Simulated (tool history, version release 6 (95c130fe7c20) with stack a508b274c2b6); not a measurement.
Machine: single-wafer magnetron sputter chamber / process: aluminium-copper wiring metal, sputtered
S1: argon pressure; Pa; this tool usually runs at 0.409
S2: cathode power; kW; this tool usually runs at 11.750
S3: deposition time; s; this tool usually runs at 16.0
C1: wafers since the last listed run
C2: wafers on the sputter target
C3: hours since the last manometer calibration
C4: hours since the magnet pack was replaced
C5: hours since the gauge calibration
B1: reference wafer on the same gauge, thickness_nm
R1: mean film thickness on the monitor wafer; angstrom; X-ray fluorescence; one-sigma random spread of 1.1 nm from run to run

Run 1, hour 0.0: usual settings; C1 0; C2 141; C3 2374.2; C4 4622.7; C5 92.0; B1 374.032. Result: R1 3555.34 angstrom.
Run 2, hour 16.5: usual settings; C1 591; C2 732; C3 2390.7; C4 4639.2; C5 108.5; B1 373.672. Result: R1 3552.46 angstrom.
Run 3, hour 25.0: usual settings; C1 304; C2 1037; C3 2399.2; C4 4647.7; C5 117.0; B1 373.870. Result: R1 3533.55 angstrom.
Run 4, hour 31.0: usual settings but S3 14.5 s; C1 215; C2 1252; C3 2405.2; C4 4653.7; C5 123.0; B1 374.041. Result: R1 3190.13 angstrom.
Run 5, hour 40.4: usual settings but S3 14.5 s; C1 336; C2 1589; C3 2414.6; C4 4663.1; C5 132.4; B1 373.977. Result: R1 3191.31 angstrom.
Run 6, hour 47.1: usual settings; C1 240; C2 1829; C3 2421.3; C4 4669.8; C5 139.1; B1 374.363. Result: R1 3509.29 angstrom.
Run 7, hour 55.2: usual settings; C1 290; C2 2119; C3 2429.4; C4 4677.9; C5 147.2; B1 374.037. Result: R1 3484.75 angstrom.
At hour 69.1: magnet pack replaced.
At hour 70.4: gauge calibrated.
At hour 74.8: sputter target and shields replaced.
Run 8, hour 75.3: usual settings; C1 229; C2 19; C3 2449.5; C4 6.2; C5 4.9; B1 374.085. Result: R1 3569.36 angstrom.
Run 9, hour 79.4: usual settings; C1 146; C2 166; C3 2453.6; C4 10.3; C5 9.0; B1 373.901. Result: R1 3559.75 angstrom.
Run 10, hour 95.0: usual settings but S1 0.571 Pa; C1 559; C2 725; C3 2469.2; C4 25.9; C5 24.6; B1 373.932. Result: R1 3334.71 angstrom.
Run 11, hour 111.8: usual settings but S1 0.473 Pa, S2 13.300 kW, S3 17.3 s; C1 602; C2 1327; C3 2486.0; C4 42.7; C5 41.4; B1 374.063. Result: R1 4102.95 angstrom.
Run 12, hour 120.8: usual settings but S1 0.460 Pa, S2 12.900 kW; C1 322; C2 1649; C3 2495.0; C4 51.7; C5 50.4; B1 374.414. Result: R1 3714.12 angstrom.
Run 13, hour 130.7: usual settings but S3 18.5 s; C1 354; C2 2004; C3 2504.9; C4 61.6; C5 60.3; B1 373.995. Result: R1 4039.57 angstrom.
At hour 144.5: sputter target and shields replaced.
Run 14, hour 146.9: usual settings; C1 293; C2 85; C3 2521.1; C4 77.8; C5 76.5; B1 374.136. Result: R1 3582.91 angstrom.
At hour 166.1: capacitance manometer re-zeroed and calibrated.
Run 15, hour 172.0: usual settings but S2 13.000 kW; C1 612; C2 698; C3 5.9; C4 102.9; C5 101.6; B1 373.835. Result: R1 3821.86 angstrom.
Run 16, hour 188.3: usual settings but S2 13.000 kW; C1 584; C2 1282; C3 22.2; C4 119.2; C5 117.9; B1 374.215. Result: R1 3810.31 angstrom.
Run 17, hour 204.6: usual settings but S1 0.467 Pa, S2 8.950 kW, S3 13.6 s; C1 584; C2 1866; C3 38.5; C4 135.5; C5 134.2; B1 373.721. Result: R1 2367.54 angstrom.
At hour 218.6: sputter target and shields replaced.
Run 18, hour 219.1: usual settings; C1 232; C2 19; C3 53.0; C4 150.0; C5 148.7; B1 374.060. Result: R1 3572.76 angstrom.

Predict each of these 4 candidate next runs independently; none follows another, all start after run 18:
Run A, hour 219.5: usual settings; C1 14; C2 33; C3 53.4; C4 150.4; C5 149.1; B1 ?. Result: R1 ?.
Run B, hour 219.5: usual settings but S3 14.9 s; C1 14; C2 33; C3 53.4; C4 150.4; C5 149.1; B1 ?. Result: R1 ?.
Run C, hour 219.5: usual settings but S1 0.298 Pa, S2 9.650 kW; C1 14; C2 33; C3 53.4; C4 150.4; C5 149.1; B1 ?. Result: R1 ?.
Run D, hour 219.5: usual settings but S1 0.544 Pa, S2 9.800 kW, S3 14.0 s; C1 14; C2 33; C3 53.4; C4 150.4; C5 149.1; B1 ?. Result: R1 ?.

run       B1       R1
  A  373.794  3585.17
  B  373.794  3338.69
  C  373.794  3233.66
  D  373.794  2590.11
Without the tool's unlogged condition, the same runs would have read:
run       R1
  A  3594.16
  B  3347.06
  C  3241.77
  D  2596.60
